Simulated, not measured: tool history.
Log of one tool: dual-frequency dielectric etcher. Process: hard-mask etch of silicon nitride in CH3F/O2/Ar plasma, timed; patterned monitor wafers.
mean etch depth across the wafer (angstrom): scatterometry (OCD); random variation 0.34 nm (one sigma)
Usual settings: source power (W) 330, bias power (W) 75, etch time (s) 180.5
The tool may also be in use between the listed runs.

run     day  source power (W)  bias power (W)  etch time (s)  wafers since the last listed run  hours since the last wet clean  hours since the last source power generator calibration  hours since the last bias power generator calibration  hours since the last upper electrode change  hours since the gauge calibration  read-back reference wafer on the same gauge, depth_nm  mean etch depth across the wafer (angstrom)
  1   0.000               330              75          180.5                                 0                           242.0                                                   4245.8                                                  260.3                                       2659.2                              300.0                                                  130.0                                         1228
  2   1.912               330              75          180.5                               337                           287.9                                                   4291.7                                                  306.2                                       2705.1                              345.9                                                  130.1                                         1223
  3   3.946               330              81          180.5                               359                           336.7                                                   4340.5                                                  355.0                                       2753.9                              394.7                                                  129.9                                         1251
      8.708  -- wet clean of the chamber
  4   8.729               330              81          180.5                               668                             0.5                                                   4455.3                                                  469.8                                       2868.7                              509.5                                                  130.1                                         1247
  5  19.512               330              75          180.5                              1904                           259.3                                                   4714.1                                                  728.6                                       3127.5                              768.3                                                  129.9                                         1217
  6  21.062               330              89          180.5                               273                           296.5                                                   4751.3                                                  765.8                                       3164.7                              805.5                                                  130.0                                         1294
     22.521  -- upper electrode replaced
     24.021  -- wet clean of the chamber
  7  24.042               280              75          180.5                               172                             0.5                                                   4822.8                                                  837.3                                         36.5                              877.0                                                  130.1                                         1169
  8  25.988               280              75          180.5                               343                            47.2                                                   4869.5                                                  884.0                                         83.2                              923.7                                                  130.0                                         1171
     26.812  -- source power generator calibrated
  9  30.183               330              75          180.5                               711                           147.9                                                     80.9                                                  984.7                                        183.9                             1024.4                                                  130.1                                         1214
     32.346  -- gauge calibrated
 10  33.471               300              61          129.5                               580                           226.8                                                    159.8                                                 1063.6                                        262.8                               27.0                                                  130.0                                          790
 11  36.212               360              86          218.5                               484                           292.6                                                    225.6                                                 1129.4                                        328.6                               92.8                                                  130.0                                         1575
     38.488  -- wet clean of the chamber
 12  39.421               280              67          180.5                               390                            22.4                                                    302.6                                                 1206.4                                        405.6                              169.8                                                  130.0                                         1125
 13  45.604               330              75          180.5                              1092                           170.8                                                    451.0                                                 1354.8                                        554.0                              318.2                                                  130.0                                         1210
     46.225  -- bias power generator calibrated
 14  48.717               330              81          180.5                               520                           245.5                                                    525.7                                                   59.8                                        628.7                              392.9                                                  130.2                                         1273
 15  50.996               380              86          234.0                               402                           300.2                                                    580.4                                                  114.5                                        683.4                              447.6                                                  130.0                                         1725
 16  53.242               330              61          194.5                               396                           354.1                                                    634.3                                                  168.4                                        737.3                              501.5                                                  130.1                                         1223
 17  56.392               330              65          180.5                               556                           429.7                                                    709.9                                                  244.0                                        812.9                              577.1                                                  129.9                                         1159
     57.542  -- wet clean of the chamber
 18  59.779               310              84          225.0                               421                            53.7                                                    791.2                                                  325.3                                        894.2                              658.4                                                  129.9                                         1574

What the log doesn't show, run by run:
etch rate over this chamber's usual, %: 0 in every run
source power that arrives over what is set, %: 0 in every run
gauge reads high (%): 0 in every run
H1: bias power that arrives over what is set, %
run      H1
  1   -2.41
  2   -2.68
  3   -2.94
  4   -3.47
  5   -4.31
  6    -4.4
  7   -4.55
  8   -4.64
  9   -4.81
 10   -4.92
 11   -5.01
 12   -5.09
 13   -5.22
 14  -0.544
 15   -1.01
 16   -1.43
 17   -1.94
 18   -2.41

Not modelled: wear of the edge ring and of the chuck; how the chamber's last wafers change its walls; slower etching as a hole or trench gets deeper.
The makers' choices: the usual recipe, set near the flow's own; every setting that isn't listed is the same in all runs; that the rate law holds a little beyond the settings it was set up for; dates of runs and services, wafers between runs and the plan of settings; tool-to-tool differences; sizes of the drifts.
